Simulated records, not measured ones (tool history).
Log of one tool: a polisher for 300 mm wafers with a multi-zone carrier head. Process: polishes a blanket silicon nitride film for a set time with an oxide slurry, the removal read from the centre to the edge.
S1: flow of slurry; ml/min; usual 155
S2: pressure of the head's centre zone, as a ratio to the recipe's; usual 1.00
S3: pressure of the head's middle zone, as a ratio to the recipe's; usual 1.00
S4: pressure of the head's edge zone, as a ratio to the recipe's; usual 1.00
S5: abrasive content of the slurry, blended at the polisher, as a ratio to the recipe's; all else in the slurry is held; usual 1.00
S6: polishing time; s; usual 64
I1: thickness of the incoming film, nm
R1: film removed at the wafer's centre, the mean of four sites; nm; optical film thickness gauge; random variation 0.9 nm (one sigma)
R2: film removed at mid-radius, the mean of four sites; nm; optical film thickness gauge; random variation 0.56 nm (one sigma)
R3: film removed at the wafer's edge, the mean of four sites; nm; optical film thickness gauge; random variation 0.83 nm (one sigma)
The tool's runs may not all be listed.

| run | hour | S1 | S2 | S3 | S4 | S5 | S6 | I1 | R1 | R2 | R3 |
|---|---|---|---|---|---|---|---|---|---|---|---|
| 1 | 0.0 | 155 | 1.00 | 1.00 | 1.00 | 1.00 | 64 | 631.5 | 62.1 | 62.3 | 62.4 |
| 2 | 57.1 | 155 | 1.00 | 1.00 | 1.00 | 1.00 | 64 | 639.7 | 62.6 | 62.3 | 62.2 |
| 3 | 93.1 | 155 | 1.00 | 1.00 | 1.00 | 0.90 | 64 | 644.4 | 58.2 | 59.7 | 56.6 |
|  | 103.3 | worn pad replaced by a new one |
| 4 | 157.5 | 155 | 1.00 | 1.00 | 1.00 | 0.90 | 64 | 630.2 | 59.1 | 58.3 | 57.8 |
| 5 | 225.3 | 155 | 1.00 | 1.00 | 1.00 | 0.90 | 64 | 641.7 | 59.4 | 59.0 | 58.3 |
|  | 283.9 | worn pad replaced by a new one |
| 6 | 290.0 | 155 | 1.00 | 1.00 | 0.92 | 1.00 | 64 | 646.0 | 62.3 | 62.2 | 59.7 |
|  | 321.1 | slurry nozzle cleaned |
| 7 | 332.8 | 155 | 1.00 | 1.00 | 1.00 | 1.00 | 64 | 634.5 | 62.0 | 63.5 | 63.6 |
| 8 | 365.9 | 155 | 1.00 | 1.00 | 1.00 | 1.00 | 64 | 639.4 | 63.0 | 61.9 | 62.6 |
| 9 | 415.2 | 155 | 1.00 | 1.00 | 1.00 | 0.75 | 64 | 632.9 | 52.7 | 52.8 | 53.4 |
|  | 447.4 | centre zone pressure recalibrated |
| 10 | 482.6 | 105 | 0.94 | 0.88 | 1.00 | 1.20 | 64 | 640.8 | 54.2 | 58.7 | 66.8 |
|  | 517.2 | worn pad replaced by a new one |
|  | 540.1 | edge zone pressure recalibrated |
| 11 | 553.2 | 155 | 1.00 | 1.00 | 1.00 | 1.00 | 64 | 637.3 | 55.3 | 63.0 | 63.0 |
| 12 | 588.5 | 155 | 1.00 | 0.97 | 0.94 | 1.00 | 64 | 642.7 | 56.8 | 60.8 | 59.5 |
| 13 | 614.8 | 155 | 1.00 | 1.00 | 1.00 | 1.00 | 64 | 653.8 | 55.3 | 62.3 | 61.9 |
|  | 639.2 | centre zone pressure recalibrated, repeated, since the last time left the tool worse |
| 14 | 664.2 | 155 | 1.00 | 1.00 | 1.00 | 1.00 | 64 | 632.6 | 66.0 | 61.8 | 62.1 |
|  | 677.5 | carrier head's membrane replaced by a new one |
|  | 711.9 | worn pad replaced by a new one |
| 15 | 712.4 | 105 | 0.94 | 0.88 | 1.00 | 1.20 | 64 | 638.4 | 62.0 | 58.4 | 66.0 |
| 16 | 763.1 | 155 | 1.00 | 1.00 | 1.00 | 1.00 | 57 | 632.7 | 56.7 | 55.2 | 55.7 |
| 17 | 815.6 | 200 | 0.96 | 1.00 | 1.00 | 1.00 | 49 | 645.1 | 48.6 | 48.3 | 47.2 |
|  | 898.7 | worn pad replaced by a new one |
| 18 | 917.8 | 155 | 1.00 | 1.04 | 1.00 | 1.00 | 64 | 635.3 | 62.1 | 64.5 | 61.8 |
| 19 | 942.7 | 155 | 0.88 | 1.00 | 1.00 | 1.00 | 81 | 641.2 | 69.2 | 78.1 | 78.1 |

Forecast each of these 5 alternatives for the next run:
| A | 943.1 | 155 | 1.00 | 1.00 | 1.00 | 1.00 | 64 | 646.0 | ? | ? | ? |
| B | 943.1 | 155 | 1.00 | 0.90 | 1.11 | 1.00 | 64 | 646.0 | ? | ? | ? |
| C | 943.1 | 200 | 0.92 | 1.00 | 1.00 | 0.80 | 64 | 646.0 | ? | ? | ? |
| D | 943.1 | 200 | 0.88 | 1.00 | 1.00 | 1.00 | 64 | 646.0 | ? | ? | ? |
| E | 943.1 | 155 | 1.00 | 0.93 | 1.00 | 1.00 | 53 | 646.0 | ? | ? | ? |

| run | R1 | R2 | R3 |
|---|---|---|---|
| A | 61.7 | 62.0 | 63.1 |
| B | 61.6 | 56.8 | 66.5 |
| C | 51.7 | 56.4 | 56.9 |
| D | 55.9 | 63.8 | 64.4 |
| E | 51.0 | 48.3 | 52.3 |
Without the tool's hidden state the same runs would have given:
| run | R1 | R2 | R3 |
|---|---|---|---|
| A | 64.9 | 62.0 | 63.1 |
| B | 64.9 | 56.8 | 66.5 |
| C | 54.4 | 56.4 | 56.9 |
| D | 58.8 | 63.8 | 64.4 |
| E | 53.7 | 48.3 | 52.3 |
